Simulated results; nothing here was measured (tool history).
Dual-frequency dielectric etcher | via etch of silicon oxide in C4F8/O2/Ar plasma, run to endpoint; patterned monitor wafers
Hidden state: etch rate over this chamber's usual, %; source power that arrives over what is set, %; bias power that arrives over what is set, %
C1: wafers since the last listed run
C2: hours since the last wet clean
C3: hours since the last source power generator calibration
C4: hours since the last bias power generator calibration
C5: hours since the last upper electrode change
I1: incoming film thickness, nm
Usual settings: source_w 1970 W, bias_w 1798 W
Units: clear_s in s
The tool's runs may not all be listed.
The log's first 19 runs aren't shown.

{"run": 20, "day": 46.888, "source_w": 2310, "bias_w": 1798, "C1": 445, "C2": 196.3, "C3": 546.5, "C4": 3508.5, "C5": 6632.3, "I1": 1037.1, "clear_s": 208.1}
{"run": 21, "day": 49.162, "source_w": 1970, "bias_w": 1798, "C1": 393, "C2": 250.9, "C3": 601.1, "C4": 3563.1, "C5": 6686.9, "I1": 1038.5, "clear_s": 229.8}
{"day": 51.729, "done": "upper electrode replaced"}
{"run": 22, "day": 52.154, "source_w": 1800, "bias_w": 2214, "C1": 344, "C2": 322.7, "C3": 672.9, "C4": 3634.9, "C5": 10.2, "I1": 1034.1, "clear_s": 227.2}
{"run": 23, "day": 53.95, "source_w": 1490, "bias_w": 1451, "C1": 310, "C2": 365.8, "C3": 716.0, "C4": 3678.0, "C5": 53.3, "I1": 1021.1, "clear_s": 282.0}
{"run": 24, "day": 56.112, "source_w": 1970, "bias_w": 2144, "C1": 374, "C2": 417.7, "C3": 767.9, "C4": 3729.9, "C5": 105.2, "I1": 1025.2, "clear_s": 215.0}
{"run": 25, "day": 59.054, "source_w": 1530, "bias_w": 1405, "C1": 509, "C2": 488.3, "C3": 838.5, "C4": 3800.5, "C5": 175.8, "I1": 1048.9, "clear_s": 282.2}
{"day": 59.725, "done": "bias power generator calibrated"}
{"day": 65.0, "done": "wet clean of the chamber"}
{"run": 26, "day": 65.812, "source_w": 2100, "bias_w": 1798, "C1": 967, "C2": 19.5, "C3": 1000.7, "C4": 146.1, "C5": 338.0, "I1": 1030.3, "clear_s": 220.7}
{"run": 27, "day": 67.171, "source_w": 1970, "bias_w": 2189, "C1": 235, "C2": 52.1, "C3": 1033.3, "C4": 178.7, "C5": 370.6, "I1": 1035.1, "clear_s": 217.2}
{"run": 28, "day": 74.45, "source_w": 1970, "bias_w": 2025, "C1": 1259, "C2": 226.8, "C3": 1208.0, "C4": 353.4, "C5": 545.3, "I1": 1024.6, "clear_s": 218.0}
{"run": 29, "day": 76.583, "source_w": 1970, "bias_w": 1660, "C1": 369, "C2": 278.0, "C3": 1259.2, "C4": 404.6, "C5": 596.5, "I1": 1033.5, "clear_s": 230.5}
{"run": 30, "day": 79.004, "source_w": 1970, "bias_w": 1518, "C1": 418, "C2": 336.1, "C3": 1317.3, "C4": 462.7, "C5": 654.6, "I1": 1036.8, "clear_s": 236.6}
{"run": 31, "day": 80.983, "source_w": 2410, "bias_w": 1954, "C1": 342, "C2": 383.6, "C3": 1364.8, "C4": 510.2, "C5": 702.1, "I1": 1038.1, "clear_s": 198.7}
{"run": 32, "day": 82.796, "source_w": 1630, "bias_w": 2002, "C1": 313, "C2": 427.1, "C3": 1408.3, "C4": 553.7, "C5": 745.6, "I1": 1034.8, "clear_s": 245.3}
{"run": 33, "day": 83.996, "source_w": 1970, "bias_w": 1798, "C1": 207, "C2": 455.9, "C3": 1437.1, "C4": 582.5, "C5": 774.4, "I1": 1038.1, "clear_s": 225.8}
{"run": 34, "day": 86.8, "source_w": 1780, "bias_w": 1508, "C1": 485, "C2": 523.2, "C3": 1504.4, "C4": 649.8, "C5": 841.7, "I1": 1029.3, "clear_s": 246.7}
{"day": 93.95, "done": "wet clean of the chamber"}
{"run": 35, "day": 95.471, "source_w": 2460, "bias_w": 2188, "C1": 1327, "C2": 36.5, "C3": 1712.5, "C4": 857.9, "C5": 1049.8, "I1": 1039.2, "clear_s": 192.0}
{"run": 36, "day": 96.842, "source_w": 1650, "bias_w": 1439, "C1": 237, "C2": 69.4, "C3": 1745.4, "C4": 890.8, "C5": 1082.7, "I1": 1028.8, "clear_s": 261.8}

3 ways to go on from here, each from the tool as it stands after run 36. What would each give?
{"run": "A", "day": 96.862, "source_w": 1970, "bias_w": 1798, "C1": 3, "C2": 69.9, "C3": 1745.9, "C4": 891.3, "C5": 1083.2, "I1": 1033.5, "clear_s": "?"}
{"run": "B", "day": 96.862, "source_w": 1970, "bias_w": 2030, "C1": 3, "C2": 69.9, "C3": 1745.9, "C4": 891.3, "C5": 1083.2, "I1": 1033.5, "clear_s": "?"}
{"run": "C", "day": 96.862, "source_w": 2380, "bias_w": 2229, "C1": 3, "C2": 69.9, "C3": 1745.9, "C4": 891.3, "C5": 1083.2, "I1": 1033.5, "clear_s": "?"}

run=A clear_s=227.1
run=B clear_s=220.6
run=C clear_s=194.0
Without the tool's hidden state the same runs would have given:
run=A clear_s=231.7
run=B clear_s=225.1
run=C clear_s=197.9
